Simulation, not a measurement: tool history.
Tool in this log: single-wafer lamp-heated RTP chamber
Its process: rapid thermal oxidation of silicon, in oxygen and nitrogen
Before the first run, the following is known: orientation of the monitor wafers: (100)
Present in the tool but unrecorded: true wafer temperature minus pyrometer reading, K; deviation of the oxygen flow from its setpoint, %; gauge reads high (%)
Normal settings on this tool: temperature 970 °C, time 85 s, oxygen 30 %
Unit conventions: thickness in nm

run    hour  temperature  time  oxygen  wafers since the last listed run  wafers since the last pyrometer calibration  hours since the oxygen flow controller was replaced  hours since the gauge calibration  read-back reference wafer on the same gauge, thickness  thickness
  1       0          957    85      30                                 0                                         1812                                               4014.3                             1856.7                                                   4.666      3.743
  2      50          957    85      30                               274                                         2087                                               4064.3                             1906.7                                                   4.667      3.761
  3   109.6          957    85      30                               327                                         2414                                               4123.9                             1966.3                                                    4.65      3.785
  4   146.4          970    85      30                               202                                         2617                                               4160.7                             2003.1                                                   4.669      4.064
  5     192          970    85      30                               250                                         2867                                               4206.3                             2048.7                                                   4.675      4.108
  6     225          987   106      30                               181                                         3049                                               4239.3                             2081.7                                                    4.68       5.03
  7   259.9          970    85      30                               191                                         3241                                               4274.2                             2116.6                                                   4.685      4.072
  8   294.2          970    85      17                               188                                         3429                                               4308.5                             2150.9                                                    4.67      3.589
  9   344.8          970    85      30                               278                                         3708                                               4359.1                             2201.5                                                   4.671      4.137
      382.3  -- pyrometer window cleaned and pyrometer calibrated
 10   386.3          970    85      30                               184                                           22                                               4400.6                               2243                                                   4.685      4.048
 11   450.4          970    85      30                               352                                          374                                               4464.7                             2307.1                                                   4.661       4.04
 12   512.6          981    85      40                               342                                          716                                               4526.9                             2369.3                                                    4.67      4.715
 13   581.5          978    85      30                               378                                         1095                                               4595.8                             2438.2                                                    4.67      4.272
 14   613.6          978    85      30                               176                                         1272                                               4627.9                             2470.3                                                   4.669       4.27
 15   670.3          978    85      30                               311                                         1583                                               4684.6                               2527                                                    4.67      4.267
 16   737.6          970    85      51                               370                                         1953                                               4751.9                             2594.3                                                   4.669      4.766
      786.3  -- gauge calibrated
 17   919.7          970    85      51                              1001                                         2955                                                 4934                              133.4                                                   4.665      4.845
 18     989          949    50      55                               381                                         3336                                               5003.3                              202.7                                                   4.676      3.546
 19  1025.7          998    70      17                               201                                         3538                                                 5040                              239.4                                                   4.668      3.873
 20  1053.6          970    54      17                               153                                         3691                                               5067.9                              267.3                                                   4.665      3.123
 21  1108.4          970    85      30                               301                                         3992                                               5122.7                              322.1                                                   4.678      4.151
 22  1164.2          998    85      50                               306                                         4299                                               5178.5                              377.9                                                    4.65      5.949
     1200.7  -- pyrometer window cleaned and pyrometer calibrated
 23  1235.2          970    85      30                               346                                          189                                               5249.5                              448.9                                                   4.662      4.084
 24  1271.5          970   127      30                               199                                          389                                               5285.8                              485.2                                                    4.66      4.741
 25  1310.1          943   113      30                               212                                          601                                               5324.4                              523.8                                                   4.666       3.82
 26  1338.9          962    98      17                               158                                          760                                               5353.2                              552.6                                                   4.668      3.545
 27  1400.6          955   123      40                               339                                         1099                                               5414.9                              614.3                                                   4.672      4.627
 28  1455.2          970    85      30                               300                                         1399                                               5469.5                              668.9                                                   4.667      4.067
 29  1512.9          982    61      30                               317                                         1716                                               5527.2                              726.6                                                    4.67      3.832
     1553.7  -- oxygen flow controller replaced
 30  1686.6         1000    74      30                               911                                         2628                                                132.9                              900.3                                                   4.672      4.743
 31  1737.5          970    85      30                               279                                         2907                                                183.8                              951.2                                                   4.661      4.082
 32  1801.1          970    85      30                               349                                         3257                                                247.4                             1014.8                                                   4.657      4.121
 33  1870.4          999    85      30                               381                                         3638                                                316.7                             1084.1                                                   4.662      4.994
 34  1920.6          996    70      47                               276                                         3914                                                366.9                             1134.3                                                   4.674      5.253
 35  1947.2          970    85      30                               146                                         4061                                                393.5                             1160.9                                                   4.677      4.157
 36  1983.7          947    65      42                               200                                         4261                                                  430                             1197.4                                                   4.659        3.6
 37    2031          970    85      48                               260                                         4521                                                477.3                             1244.7                                                   4.667       4.82

Across each entry between runs, compare the hidden state at the last listed run before it with the hidden state at the first listed run after it:
Logged between run 9 and run 10: pyrometer window cleaned and pyrometer calibrated (hour 382.3)
  true wafer temperature minus pyrometer reading, K: 4.46 -> 0.104
  measured result minus the result with no hidden state, thickness: +0.113 -> +0.003 nm
Logged between run 16 and run 17: gauge calibrated (hour 786.3)
  true wafer temperature minus pyrometer reading, K: 2.33 -> 3.48
  measured result minus the result with no hidden state, thickness: +0.077 -> +0.117 nm
Logged between run 22 and run 23: pyrometer window cleaned and pyrometer calibrated (hour 1200.7)
  true wafer temperature minus pyrometer reading, K: 5.03 -> 0.597
  measured result minus the result with no hidden state, thickness: +0.21 -> +0.015 nm
Logged between run 29 and run 30: oxygen flow controller replaced (hour 1553.7)
  true wafer temperature minus pyrometer reading, K: 2.36 -> 3.46
  measured result minus the result with no hidden state, thickness: +0.053 -> +0.107 nm

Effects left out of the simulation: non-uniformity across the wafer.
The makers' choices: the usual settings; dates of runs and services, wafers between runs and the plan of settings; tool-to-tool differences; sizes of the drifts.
